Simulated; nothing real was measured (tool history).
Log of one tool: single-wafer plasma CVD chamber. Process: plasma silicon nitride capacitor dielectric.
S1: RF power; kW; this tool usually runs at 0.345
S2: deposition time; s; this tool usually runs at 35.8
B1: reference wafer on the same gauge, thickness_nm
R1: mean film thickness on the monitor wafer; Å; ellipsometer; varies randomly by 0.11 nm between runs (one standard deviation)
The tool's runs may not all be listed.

run     day     S1    S2      B1      R1
  1   0.000  0.345  35.8  48.598  456.65
      0.258  -- gauge calibrated
  2   2.771  0.345  35.8  48.621  454.55
  3   6.175  0.315  41.3  48.614  512.88
  4   9.417  0.325  32.0  48.565  402.87
  5  12.892  0.345  35.8  48.609  454.17
  6  17.329  0.395  35.8  48.668  475.85
  7  21.250  0.345  35.8  48.588  455.58
  8  23.083  0.345  35.8  48.636  455.50
  9  26.308  0.345  35.8  48.633  454.85
 10  29.279  0.390  42.3  48.582  559.43
     32.508  -- showerhead replaced
 11  33.708  0.280  37.6  48.574  450.99
     35.846  -- gauge calibrated
     35.879  -- RF generator calibrated
 12  36.388  0.305  29.0  48.614  355.44
 13  39.308  0.320  37.7  48.600  467.24
 14  43.475  0.285  35.8  48.636  431.25
 15  46.642  0.345  32.4  48.590  413.52
 16  49.933  0.315  42.7  48.646  527.79

Predict each of these 4 candidate next runs independently; none follows another, all start after run 16:
  A  49.950  0.345  39.9   ?   ?
  B  49.950  0.405  40.3   ?   ?
  C  49.950  0.405  35.8   ?   ?
  D  49.950  0.400  38.4   ?   ?

run      B1      R1
  A  48.586  506.54
  B  48.586  536.48
  C  48.586  476.57
  D  48.586  509.31
With the hidden condition removed and each run's random variation left untouched, the same runs would have given:
run      R1
  A  506.54
  B  536.48
  C  476.57
  D  509.31
